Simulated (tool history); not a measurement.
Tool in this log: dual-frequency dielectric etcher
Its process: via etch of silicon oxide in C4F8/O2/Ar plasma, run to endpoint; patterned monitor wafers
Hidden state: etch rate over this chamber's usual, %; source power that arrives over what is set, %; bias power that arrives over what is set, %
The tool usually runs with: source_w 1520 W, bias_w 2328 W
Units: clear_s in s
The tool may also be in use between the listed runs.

run   hour  source_w  bias_w  wafers since the last listed run  hours since the last wet clean  hours since the last source power generator calibration  hours since the last bias power generator calibration  hours since the last upper electrode change  incoming incoming film thickness, nm  clear_s
  1      0      1520    2328                                 0                           291.6                                                     3797                                                 1869.6                                       5262.9                                1171.9    251.7
  2    7.6      1520    2328                                25                           299.2                                                   3804.6                                                 1877.2                                       5270.5                                  1168    250.5
  3   20.2      1300    2328                                42                           311.8                                                   3817.2                                                 1889.8                                       5283.1                                1176.6    268.6
  4   32.6      1520    2328                                42                           324.2                                                   3829.6                                                 1902.2                                       5295.5                                1177.1    252.9
  5   39.4      1520    2328                                23                             331                                                   3836.4                                                   1909                                       5302.3                                  1176    252.6
  6   53.9      1520    2328                                49                           345.5                                                   3850.9                                                 1923.5                                       5316.8                                1164.3    247.1
  7   65.2      1800    2328                                38                           356.8                                                   3862.2                                                 1934.8                                       5328.1                                1169.6    234.4
  8   71.4      1790    2471                                21                             363                                                   3868.4                                                   1941                                       5334.3                                1177.5    232.7
  9   82.6      1790    2471                                38                           374.2                                                   3879.6                                                 1952.2                                       5345.5                                  1183    232.8
 10   99.5      1790    2471                                57                           391.1                                                   3896.5                                                 1969.1                                       5362.4                                1168.2    231.1
 11  112.3      1810    2328                                43                           403.9                                                   3909.3                                                 1981.9                                       5375.2                                1164.5      230
 12  121.7      1810    2328                                32                           413.3                                                   3918.7                                                 1991.3                                       5384.6                                1178.4    234.1
 13  129.7      1520    2328                                27                           421.3                                                   3926.7                                                 1999.3                                       5392.6                                1181.4    252.4
 14  138.1      1520    2328                                28                           429.7                                                   3935.1                                                 2007.7                                         5401                                1175.6    249.5
 15  144.8      1520    2328                                22                           436.4                                                   3941.8                                                 2014.4                                       5407.7                                1173.1    249.1
     176.5  -- wet clean of the chamber
 16    177      1520    2535                                27                             0.5                                                     3974                                                 2046.6                                       5439.9                                1181.6    255.5
 17  177.4      1330    2870                                 1                             0.9                                                   3974.4                                                   2047                                       5440.3                                1171.2    257.1
 18  185.8      1680    2847                                28                             9.3                                                   3982.8                                                 2055.4                                       5448.7                                1169.2    234.1
 19  198.4      1160    2813                                42                            21.9                                                   3995.4                                                   2068                                       5461.3                                1183.8    276.4
 20  208.7      1340    2761                                35                            32.2                                                   4005.7                                                 2078.3                                       5471.6                                1181.2    261.3
 21  219.7      1180    2651                                37                            43.2                                                   4016.7                                                 2089.3                                       5482.6                                1171.9    273.6
 22  257.6      1520    2328                               129                            81.1                                                   4054.6                                                 2127.2                                       5520.5                                1176.9      258
     270.6  -- source power generator calibrated
 23    271      1830    2328                                32                            94.5                                                      0.4                                                 2140.6                                       5533.9                                1177.1      237
     305.6  -- upper electrode replaced
 24  319.7      1320    1856                                84                           143.2                                                     49.1                                                 2189.3                                         14.1                                  1179    284.8
 25  332.3      1690    1763                                42                           155.8                                                     61.7                                                 2201.9                                         26.7                                1170.1    256.6
     345.7  -- bias power generator calibrated
 26  348.6      1660    2064                                41                           172.1                                                       78                                                    2.9                                           43                                1166.3    250.5
 27  356.2      1260    2652                                25                           179.7                                                     85.6                                                   10.5                                         50.6                                1194.8    270.2
 28  383.3      1520    2328                                92                           206.8                                                    112.7                                                   37.6                                         77.7                                1160.8    249.4
 29  390.2      1720    1953                                23                           213.7                                                    119.6                                                   44.5                                         84.6                                1172.6    250.2
 30  404.3      1180    2066                                48                           227.8                                                    133.7                                                   58.6                                         98.7                                1169.7    285.6
 31  412.9      1180    2066                                29                           236.4                                                    142.3                                                   67.2                                        107.3                                1179.7    290.8
 32  420.6      1520    1852                                26                           244.1                                                      150                                                   74.9                                          115                                1182.9    269.2
 33    431      1520    2101                                35                           254.5                                                    160.4                                                   85.3                                        125.4                                1174.6    259.6
 34  439.7      1520    2328                                29                           263.2                                                    169.1                                                     94                                        134.1                                1157.6    248.9
 35  454.4      1520    2328                                50                           277.9                                                    183.8                                                  108.7                                        148.8                                1176.4    251.7

Each row is a separate what-if for the run after 35, all from the same tool condition, not one after another. Results?
  A  454.9      1520    2679                                 1                           278.4                                                    184.3                                                  109.2                                        149.3                                1177.4        ?
  B  454.9      1640    2485                                 1                           278.4                                                    184.3                                                  109.2                                        149.3                                1177.4        ?
  C  454.9      1660    2566                                 1                           278.4                                                    184.3                                                  109.2                                        149.3                                1177.4        ?
  D  454.9      1280    2666                                 1                           278.4                                                    184.3                                                  109.2                                        149.3                                1177.4        ?

run  clear_s
  A    243.2
  B    240.4
  C    237.3
  D    261.1
What these runs would have given with no unlogged condition in the tool:
run  clear_s
  A    250.4
  B    247.5
  C    244.3
  D    268.8
